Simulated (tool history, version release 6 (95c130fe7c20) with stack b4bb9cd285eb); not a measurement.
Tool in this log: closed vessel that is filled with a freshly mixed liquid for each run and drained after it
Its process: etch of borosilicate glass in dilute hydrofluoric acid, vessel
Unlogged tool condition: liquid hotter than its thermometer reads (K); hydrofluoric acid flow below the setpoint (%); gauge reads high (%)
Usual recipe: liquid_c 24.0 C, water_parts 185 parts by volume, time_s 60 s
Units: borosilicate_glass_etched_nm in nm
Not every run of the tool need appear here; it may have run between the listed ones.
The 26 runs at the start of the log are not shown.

run,day,liquid_c,water_parts,time_s,wafers since the last listed run,hours since the thermometer was replaced,hours since the hydrofluoric acid flow meter was replaced,hours since the gauge calibration,"read-back film thickness of the borosilicate glass reference wafer, read on the same gauge (nm)",borosilicate_glass_etched_nm
27,52.200,24.0,185,95,3498,223.9,785.0,557.8,109.99,12.62
28,60.542,24.0,100,60,14654,424.1,985.2,758.0,110.00,16.30
# day 60.625: thermometer replaced, repeated, since the last time left the tool worse
29,63.442,24.0,185,60,5021,67.6,1054.8,827.6,110.01,7.42
30,65.238,24.0,255,95,3154,110.7,1097.9,870.7,110.01,7.91
31,68.142,22.5,145,60,5101,180.4,1167.6,940.4,109.98,9.32
32,69.854,25.5,215,40,3008,221.5,1208.7,981.5,109.98,4.34
33,72.338,20.0,220,40,4362,281.1,1268.3,1041.1,110.01,3.45
34,74.300,24.0,185,60,3447,328.2,1315.4,1088.2,110.02,7.43

Branching from run 34: 3 alternative next runs. What would each branch give?
A,74.329,24.0,185,60,51,328.9,1316.1,1088.9,?,?
B,74.329,24.0,210,30,51,328.9,1316.1,1088.9,?,?
C,74.329,20.0,210,40,51,328.9,1316.1,1088.9,?,?

run,"read-back film thickness of the borosilicate glass reference wafer, read on the same gauge (nm)",borosilicate_glass_etched_nm
A,110.00,7.45
B,110.00,3.20
C,110.00,3.67
Stripped of hidden state, with their random variation kept, the same runs would have yielded:
run,borosilicate_glass_etched_nm
A,7.41
B,3.18
C,3.64

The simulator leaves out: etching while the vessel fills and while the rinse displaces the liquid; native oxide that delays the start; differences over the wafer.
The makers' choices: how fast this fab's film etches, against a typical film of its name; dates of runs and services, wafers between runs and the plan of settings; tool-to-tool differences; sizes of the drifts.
